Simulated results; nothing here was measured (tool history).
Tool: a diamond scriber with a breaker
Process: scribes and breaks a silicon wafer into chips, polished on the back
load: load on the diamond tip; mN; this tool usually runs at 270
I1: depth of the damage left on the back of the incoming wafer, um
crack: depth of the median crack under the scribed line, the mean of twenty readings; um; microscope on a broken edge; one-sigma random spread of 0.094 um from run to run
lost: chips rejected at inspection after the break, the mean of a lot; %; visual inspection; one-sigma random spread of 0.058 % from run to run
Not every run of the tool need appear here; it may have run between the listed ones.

run 1 hour=0 | load=220 | I1=0.01 | crack=11.69 lost=1.78
run 2 hour=6.3 | load=220 | I1=0.02 | crack=11.94 lost=1.88
run 3 hour=15.3 | load=270 | I1=0.03 | crack=13.37 lost=2.04
run 4 hour=31.4 | load=270 | I1=0.04 | crack=13.44 lost=2.08
run 5 hour=41.3 | load=270 | I1=0.04 | crack=13.38 lost=2.11
run 6 hour=56.2 | load=270 | I1=0.01 | crack=13.45 lost=2.15
run 7 hour=72.3 | load=270 | I1=0.01 | crack=13.33 lost=2.09
run 8 hour=82.9 | load=219 | I1=0.01 | crack=11.9 lost=1.79
run 9 hour=95.6 | load=194 | I1=0.01 | crack=11.03 lost=2.57
run 10 hour=101.7 | load=328 | I1=0.03 | crack=15.16 lost=4.67
run 11 hour=110.2 | load=334 | I1=0.03 | crack=15.21 lost=5.65
-- hour=122.5 load on the tip recalibrated
-- hour=158.1 diamond tip replaced by a new one
run 12 hour=163.4 | load=334 | I1=0.01 | crack=14.55 lost=3.54
run 13 hour=175.8 | load=315 | I1=0.02 | crack=13.9 lost=3.04
run 14 hour=193 | load=307 | I1=0.02 | crack=13.85 lost=2.6
run 15 hour=201.7 | load=305 | I1=0.04 | crack=13.85 lost=2.71
run 16 hour=219.2 | load=222 | I1=0.05 | crack=11.58 lost=2.25
run 17 hour=232.1 | load=336 | I1=0.05 | crack=14.96 lost=4.48

Predict each of these 5 candidate next runs independently; none follows another, all start after run 17:
run A hour=232.7 | load=349 | I1=0.02 | crack=? lost=?
run B hour=232.7 | load=228 | I1=0.02 | crack=? lost=?
run C hour=232.7 | load=295 | I1=0.02 | crack=? lost=?
run D hour=232.7 | load=351 | I1=0.02 | crack=? lost=?
run E hour=232.7 | load=190 | I1=0.02 | crack=? lost=?

run=A crack=15.28 lost=4.96
run=B crack=11.82 lost=1.82
run=C crack=13.79 lost=2.34
run=D crack=15.33 lost=5.08
run=E crack=10.62 lost=3.87
Take away the tool's hidden state, keep each run's random variation, and the runs would have read:
run=A crack=14.63 lost=3.65
run=B crack=11.32 lost=2.42
run=C crack=13.2 lost=1.78
run=D crack=14.68 lost=3.75
run=E crack=10.17 lost=5.24

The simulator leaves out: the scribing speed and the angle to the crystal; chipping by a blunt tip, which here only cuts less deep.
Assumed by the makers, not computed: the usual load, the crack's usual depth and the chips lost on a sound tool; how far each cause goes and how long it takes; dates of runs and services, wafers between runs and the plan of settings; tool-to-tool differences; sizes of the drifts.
